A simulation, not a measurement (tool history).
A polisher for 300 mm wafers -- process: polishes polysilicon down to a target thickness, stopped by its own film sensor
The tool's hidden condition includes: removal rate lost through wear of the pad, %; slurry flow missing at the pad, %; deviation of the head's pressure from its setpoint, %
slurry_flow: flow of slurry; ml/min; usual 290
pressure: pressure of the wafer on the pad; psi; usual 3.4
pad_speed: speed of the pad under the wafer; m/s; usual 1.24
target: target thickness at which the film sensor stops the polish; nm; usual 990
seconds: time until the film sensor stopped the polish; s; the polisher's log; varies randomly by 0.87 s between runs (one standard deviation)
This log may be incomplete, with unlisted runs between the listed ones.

| run | hour | slurry_flow | pressure | pad_speed | target | wafers since the last listed run | wafers polished on this pad | hours since the slurry nozzle was cleaned | hours since the head pressure was calibrated | incoming thickness of the incoming film, nm | seconds |
|---|---|---|---|---|---|---|---|---|---|---|---|
| 1 | 0 | 290 | 3.4 | 1.24 | 990 | 0 | 1251 | 33.8 | 418.8 | 1832.7 | 63.8 |
| 2 | 13.2 | 290 | 3.4 | 1.24 | 990 | 86 | 1338 | 47 | 432 | 1802.6 | 61.6 |
|  | 46.6 | worn pad replaced by a new one |
| 3 | 48.8 | 290 | 3.4 | 1.52 | 990 | 206 | 14 | 82.6 | 467.6 | 1785.7 | 48.8 |
| 4 | 68.4 | 290 | 3.4 | 1.24 | 990 | 128 | 142 | 102.2 | 487.2 | 1771.8 | 60.8 |
| 5 | 98.7 | 290 | 3.4 | 1.24 | 990 | 198 | 340 | 132.5 | 517.5 | 1768.5 | 59.9 |
| 6 | 131.7 | 290 | 3.4 | 1.24 | 990 | 216 | 557 | 165.5 | 550.5 | 1794.6 | 62.8 |
| 7 | 158 | 290 | 4.2 | 1.02 | 990 | 172 | 729 | 191.8 | 576.8 | 1790.8 | 62 |
| 8 | 192 | 290 | 3.4 | 1.24 | 990 | 222 | 951 | 225.8 | 610.8 | 1821.5 | 65.9 |
| 9 | 214.8 | 290 | 3.4 | 1.24 | 990 | 149 | 1101 | 248.6 | 633.6 | 1822.8 | 64.2 |
| 10 | 239.7 | 330 | 3.8 | 1.24 | 990 | 163 | 1264 | 273.5 | 658.5 | 1809.4 | 57.7 |
| 11 | 272.9 | 350 | 3.4 | 1.4 | 990 | 217 | 1481 | 306.7 | 691.7 | 1809.6 | 56.8 |
|  | 277 | worn pad replaced by a new one |
| 12 | 304.7 | 290 | 3.4 | 1.24 | 990 | 181 | 181 | 338.5 | 723.5 | 1785 | 61.1 |
|  | 316.4 | slurry nozzle cleaned |
| 13 | 331.1 | 375 | 3.4 | 1.24 | 1258 | 166 | 347 | 14.7 | 749.9 | 1789.2 | 40.7 |
| 14 | 359.3 | 290 | 3.4 | 1.24 | 990 | 184 | 532 | 42.9 | 778.1 | 1768.7 | 59.2 |
|  | 368.3 | head pressure recalibrated |
| 15 | 380.9 | 220 | 3.4 | 1.44 | 990 | 128 | 660 | 64.5 | 12.6 | 1811.7 | 60.2 |
| 16 | 410.1 | 290 | 3.4 | 1.24 | 990 | 191 | 851 | 93.7 | 41.8 | 1805 | 66.5 |
| 17 | 436.8 | 290 | 3.4 | 1.24 | 990 | 174 | 1026 | 120.4 | 68.5 | 1795.4 | 67.9 |
| 18 | 453.2 | 205 | 4.1 | 0.88 | 990 | 107 | 1133 | 136.8 | 84.9 | 1801.2 | 81.9 |
| 19 | 485.3 | 290 | 3.4 | 1.24 | 990 | 210 | 1343 | 168.9 | 117 | 1828.6 | 69.5 |
| 20 | 500.9 | 290 | 3.4 | 1.24 | 990 | 102 | 1445 | 184.5 | 132.6 | 1823.9 | 69 |
| 21 | 516.5 | 290 | 3.4 | 1.24 | 990 | 102 | 1548 | 200.1 | 148.2 | 1803.3 | 68.7 |
|  | 537.6 | worn pad replaced by a new one |
| 22 | 546.5 | 290 | 2.9 | 1.24 | 990 | 170 | 58 | 230.1 | 178.2 | 1813.4 | 75.8 |
| 23 | 580.3 | 380 | 4.3 | 1.02 | 719 | 221 | 279 | 263.9 | 212 | 1794.8 | 86.6 |
| 24 | 600.5 | 290 | 4.2 | 1.02 | 990 | 132 | 411 | 284.1 | 232.2 | 1790.6 | 71 |
| 25 | 616.9 | 290 | 3.4 | 1.24 | 990 | 107 | 519 | 300.5 | 248.6 | 1783 | 67.6 |
|  | 626 | head pressure recalibrated, repeated, since the last time left the tool worse |
|  | 634.2 | slurry nozzle cleaned |
| 26 | 644.7 | 260 | 3 | 0.86 | 782 | 162 | 681 | 10.5 | 18.7 | 1805.1 | 120 |
| 27 | 666.5 | 220 | 3.4 | 1.56 | 990 | 142 | 824 | 32.3 | 40.5 | 1787.7 | 47.7 |
| 28 | 698.6 | 375 | 3.1 | 1.52 | 1242 | 210 | 1034 | 64.4 | 72.6 | 1818.5 | 36.4 |
| 29 | 715.8 | 210 | 3.4 | 0.94 | 990 | 112 | 1147 | 81.6 | 89.8 | 1788.3 | 78 |
| 30 | 733.3 | 290 | 3.4 | 1.54 | 990 | 114 | 1261 | 99.1 | 107.3 | 1803.8 | 47.9 |
| 31 | 757.5 | 220 | 3.4 | 1.58 | 990 | 158 | 1420 | 123.3 | 131.5 | 1779.1 | 46.9 |
| 32 | 771 | 290 | 3.4 | 0.88 | 990 | 88 | 1508 | 136.8 | 145 | 1790 | 80.5 |
|  | 790.1 | worn pad replaced by a new one |
| 33 | 820.4 | 290 | 3.8 | 1.24 | 990 | 297 | 198 | 186.2 | 194.4 | 1796.9 | 54.9 |
| 34 | 841.2 | 290 | 3.4 | 1.24 | 895 | 136 | 334 | 207 | 215.2 | 1775.5 | 66.3 |
| 35 | 912.3 | 290 | 3.4 | 1.24 | 875 | 465 | 799 | 278.1 | 286.3 | 1776.8 | 67.1 |
| 36 | 932.9 | 290 | 3.4 | 0.9 | 990 | 134 | 934 | 298.7 | 306.9 | 1790.1 | 80.6 |

Branching from run 36: 5 alternative next runs. What would each branch give?
| A | 933.3 | 290 | 3.4 | 1.24 | 990 | 2 | 937 | 299.1 | 307.3 | 1792.7 | ? |
| B | 933.3 | 290 | 3.4 | 1.44 | 1205 | 2 | 937 | 299.1 | 307.3 | 1792.7 | ? |
| C | 933.3 | 290 | 2.4 | 1.1 | 1244 | 2 | 937 | 299.1 | 307.3 | 1792.7 | ? |
| D | 933.3 | 290 | 4.3 | 1.24 | 1196 | 2 | 937 | 299.1 | 307.3 | 1792.7 | ? |
| E | 933.3 | 290 | 3.4 | 1.24 | 878 | 2 | 937 | 299.1 | 307.3 | 1792.7 | ? |

| run | seconds |
|---|---|
| A | 61 |
| B | 38.5 |
| C | 61.5 |
| D | 37.4 |
| E | 69.5 |
With the hidden condition removed and each run's random variation left untouched, the same runs would have given:
| run | seconds |
|---|---|
| A | 59.8 |
| B | 37.7 |
| C | 60.3 |
| D | 36.7 |
| E | 68.2 |
